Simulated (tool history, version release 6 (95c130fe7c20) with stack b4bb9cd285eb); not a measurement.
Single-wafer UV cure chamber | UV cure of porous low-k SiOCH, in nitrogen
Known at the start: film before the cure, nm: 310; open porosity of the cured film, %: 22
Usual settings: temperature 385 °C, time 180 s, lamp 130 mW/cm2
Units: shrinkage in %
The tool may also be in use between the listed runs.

| run | hour | temperature | time | lamp | shrinkage |
|---|---|---|---|---|---|
| 1 | 0.0 | 385 | 225 | 130 | 15.357 |
| 2 | 8.3 | 385 | 225 | 130 | 14.895 |
| 3 | 23.4 | 385 | 225 | 130 | 14.945 |
| 4 | 31.4 | 385 | 180 | 130 | 13.892 |
| 5 | 37.4 | 385 | 180 | 130 | 13.632 |
| 6 | 43.4 | 385 | 180 | 106 | 12.496 |
| 7 | 52.0 | 385 | 180 | 106 | 12.615 |
| 8 | 59.2 | 396 | 180 | 130 | 14.189 |
| 9 | 76.3 | 396 | 180 | 130 | 13.908 |
| 10 | 85.8 | 385 | 250 | 149 | 16.330 |
| 11 | 95.2 | 385 | 250 | 149 | 16.054 |
| 12 | 111.1 | 385 | 250 | 149 | 16.043 |
| 13 | 121.8 | 385 | 100 | 130 | 10.840 |
| 14 | 130.4 | 385 | 100 | 130 | 10.452 |
| 15 | 139.2 | 381 | 180 | 130 | 14.053 |
| 16 | 145.5 | 381 | 180 | 130 | 13.773 |
| 17 | 155.9 | 385 | 180 | 130 | 13.859 |
| 18 | 170.6 | 385 | 180 | 130 | 13.725 |
| 19 | 184.0 | 385 | 180 | 130 | 13.706 |
| 20 | 198.5 | 385 | 180 | 139 | 14.096 |
| 21 | 205.2 | 385 | 180 | 139 | 14.331 |
| 22 | 218.6 | 385 | 180 | 139 | 14.255 |
| 23 | 225.0 | 385 | 180 | 130 | 13.823 |
| 24 | 232.7 | 385 | 270 | 130 | 16.020 |
| 25 | 241.3 | 385 | 105 | 110 | 10.079 |
| 26 | 251.0 | 375 | 85 | 160 | 10.679 |
| 27 | 259.8 | 375 | 85 | 160 | 10.951 |
| 28 | 274.0 | 397 | 180 | 150 | 14.611 |
| 29 | 280.9 | 385 | 180 | 130 | 13.638 |
| 30 | 289.2 | 385 | 180 | 94 | 11.997 |
| 31 | 299.2 | 385 | 80 | 114 | 9.018 |
| 32 | 314.3 | 374 | 130 | 130 | 11.744 |
| 33 | 322.0 | 385 | 180 | 161 | 15.104 |
| 34 | 333.1 | 391 | 150 | 161 | 13.945 |
| 35 | 342.5 | 405 | 130 | 96 | 10.894 |
| 36 | 350.7 | 385 | 180 | 130 | 13.770 |
| 37 | 362.3 | 385 | 80 | 114 | 8.848 |
| 38 | 379.8 | 379 | 225 | 94 | 12.859 |
| 39 | 394.4 | 392 | 180 | 130 | 13.616 |
| 40 | 403.8 | 385 | 265 | 168 | 17.228 |
| 41 | 411.4 | 385 | 180 | 117 | 13.180 |
| 42 | 426.4 | 385 | 180 | 130 | 13.278 |
| 43 | 442.1 | 385 | 120 | 110 | 10.644 |
| 44 | 456.3 | 400 | 145 | 108 | 12.187 |
| 45 | 464.4 | 377 | 180 | 130 | 13.669 |
| 46 | 481.2 | 402 | 75 | 130 | 9.620 |

Not shown: 2 entries that the log had between the listed runs. Between which runs, and how does the tool's hidden state differ before and after?
Between runs 16 and 17: quartz window cleaned (hour 155.4)
  no hidden state differs between the two runs
Between runs 21 and 22: UV bulbs replaced (hour 218.1)
  no hidden state differs between the two runs
